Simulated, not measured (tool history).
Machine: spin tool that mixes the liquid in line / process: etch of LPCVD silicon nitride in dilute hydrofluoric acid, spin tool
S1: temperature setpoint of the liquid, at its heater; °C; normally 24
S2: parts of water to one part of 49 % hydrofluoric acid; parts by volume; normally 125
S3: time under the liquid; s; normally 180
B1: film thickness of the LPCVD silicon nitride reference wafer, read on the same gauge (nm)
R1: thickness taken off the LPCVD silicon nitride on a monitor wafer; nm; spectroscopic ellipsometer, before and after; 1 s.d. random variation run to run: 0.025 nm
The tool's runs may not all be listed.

run,hour,S1,S2,S3,B1,R1
1,0,24,125,180,80.011,0.718
2,36.4,24,125,180,79.994,0.688
3,107.6,24,125,180,80.024,0.709
4,151.1,24,125,180,79.987,0.707
5,195.1,21.5,125,115,80.011,0.393
6,256.6,21.5,125,115,80.008,0.387
7,302.4,21.5,125,115,79.994,0.444
8,363.3,24,125,180,80.01,0.795
9,402.1,24,125,180,79.997,0.766
10,468.7,24,125,180,79.998,0.774
11,538.2,24,125,180,79.974,0.774
12,589.7,24,125,180,79.981,0.756
13,646.1,22,125,180,80.033,0.677
14,696.2,28.5,170,180,79.954,0.746
15,756.8,25.5,170,125,80.007,0.424
16,827,22.5,125,265,80.025,0.988
17,895.1,24,125,180,79.997,0.729
18,942.3,24,125,180,80.002,0.748
19,984,24,170,180,80.018,0.569
20,1014.7,24,125,180,80.045,0.69
21,1041.1,26,125,180,80.019,0.802
22,1109.5,24,70,250,80.011,1.792
23,1147.2,21.5,125,100,80.011,0.332
24,1201,19,155,280,80.013,0.643
25,1233.7,27.5,150,100,80.01,0.435
26,1293.8,26.5,125,220,79.987,0.988
27,1323.6,24,145,180,79.975,0.622
28,1378.3,28,125,180,79.98,0.96
29,1416.6,24,125,285,80.002,1.149
30,1446.6,24,125,180,79.951,0.716
31,1494,24,125,265,79.978,1.058

Withheld: 4 entries from between the runs. Position of each, and hidden state at the listed run before versus the listed run after:
After run 6, before run 7: thermometer replaced (hour 278.6); hydrofluoric acid flow meter replaced (hour 298.6)
  hydrofluoric acid flow below the setpoint (%): 12.4 -> 1.34
  measured result minus the result with no hidden state, R1: -0.054 -> -0.006 nm
After run 9, before run 10: gauge calibrated (hour 451.3)
  hydrofluoric acid flow below the setpoint (%): 2.18 -> 2.74
  measured result minus the result with no hidden state, R1: -0.017 -> -0.022 nm
After run 30, before run 31: gauge calibrated (hour 1448.8)
  hydrofluoric acid flow below the setpoint (%): 10.9 -> 11.3
  measured result minus the result with no hidden state, R1: -0.087 -> -0.133 nm

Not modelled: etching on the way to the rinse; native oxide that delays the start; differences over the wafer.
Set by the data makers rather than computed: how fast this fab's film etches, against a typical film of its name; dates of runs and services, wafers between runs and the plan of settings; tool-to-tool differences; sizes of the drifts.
